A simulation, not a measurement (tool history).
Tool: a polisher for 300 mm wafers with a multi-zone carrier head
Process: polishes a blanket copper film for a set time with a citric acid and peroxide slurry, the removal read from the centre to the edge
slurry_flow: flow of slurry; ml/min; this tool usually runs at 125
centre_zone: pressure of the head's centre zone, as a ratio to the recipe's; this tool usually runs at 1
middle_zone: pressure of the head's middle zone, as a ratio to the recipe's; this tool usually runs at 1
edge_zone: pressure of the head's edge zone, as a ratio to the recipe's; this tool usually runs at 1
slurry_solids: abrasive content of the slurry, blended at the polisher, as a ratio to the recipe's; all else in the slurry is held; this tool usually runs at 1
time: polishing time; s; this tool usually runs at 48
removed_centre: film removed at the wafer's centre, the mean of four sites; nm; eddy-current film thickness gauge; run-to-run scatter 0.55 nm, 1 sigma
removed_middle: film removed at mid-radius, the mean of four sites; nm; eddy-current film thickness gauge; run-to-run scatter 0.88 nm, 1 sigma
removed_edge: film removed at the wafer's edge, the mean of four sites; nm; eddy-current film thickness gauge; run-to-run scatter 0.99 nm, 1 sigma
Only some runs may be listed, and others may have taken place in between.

run,hour,slurry_flow,centre_zone,middle_zone,edge_zone,slurry_solids,time,"incoming thickness of the incoming film, nm",removed_centre,removed_middle,removed_edge
1,0,125,1,1,1,1,48,1053.6,80,79.5,77.2
2,18,125,1,1,1,1,48,1033.6,79.2,77,76.4
3,35.5,125,1,1,1,1,48,1044.6,80,77.1,77.5
4,47.9,115,1,1,1,0.9,48,1044.7,77.6,74.9,74.5
# hour 74: worn pad replaced by a new one
# hour 82.4: centre zone pressure recalibrated
5,82.9,90,1,1.08,1,1,48,1045.8,76.4,78.7,75.2
6,98.8,125,1,1,1,1.3,63,1017.1,111,108.4,108.9
7,107.9,125,1,1.12,0.97,1,48,1036.9,80,84.9,75.2
8,123.2,125,1,1,1,1,48,1052.9,80.1,77.6,78.2
9,135.3,125,1,1,1,1,48,1029.4,79.3,76.4,78.2
10,149.5,90,1.07,1,1,1.15,32,1041,55.9,49.8,52.3
11,163.3,125,1,0.96,1,0.75,41,1021.8,65,60.4,63.4
# hour 172.3: worn pad replaced by a new one
12,176.8,125,1,1,1,1,48,1035.4,81.1,77.5,78.8
13,184.9,160,1.05,1.1,0.91,1,48,1041.1,87,85.9,78.4
14,199,125,1,1,1,0.8,48,1038.3,76.4,73.9,75.4
15,205.1,110,1.05,1,1.04,1.2,48,1040.3,85.5,78.5,81.1
16,213.2,125,1.1,1,1.06,1,48,1038.3,87.9,77.5,79.5
17,221.6,125,1,1,1.03,1,48,1046.9,80.5,77.6,78.2
18,235.7,125,1,1,1,1,48,1022.4,79.5,78.3,77.1
19,250,125,1.06,1,1,1,48,1045.6,85,76.4,77.3
# hour 270.1: worn pad replaced by a new one
20,275.8,165,1,0.96,1,1,48,1049,83.3,77.3,78.5
21,282,85,1.04,1,1,0.85,48,1037.9,76.3,71.7,74.6
22,289.6,155,1,1,1,1.3,34,1028.6,62.5,60.4,60.1
23,299.9,95,1,1,1,1,52,1033.2,83,81.3,83.6

Alternative continuations, all from the tool just after run 23; predict every row:
A,300.3,125,1,1,1,1,48,1048.2,?,?,?
B,300.3,125,1,1.09,1,1,64,1048.2,?,?,?
C,300.3,125,1,1.09,1,1,48,1048.2,?,?,?

run,removed_centre,removed_middle,removed_edge
A,80,77.6,78.6
B,106.7,111.3,104.6
C,80,83.5,78.5
With the hidden condition removed and each run's random variation left untouched, the same runs would have given:
run,removed_centre,removed_middle,removed_edge
A,80,77.6,78.6
B,106.7,111.3,104.6
C,80,83.5,78.5
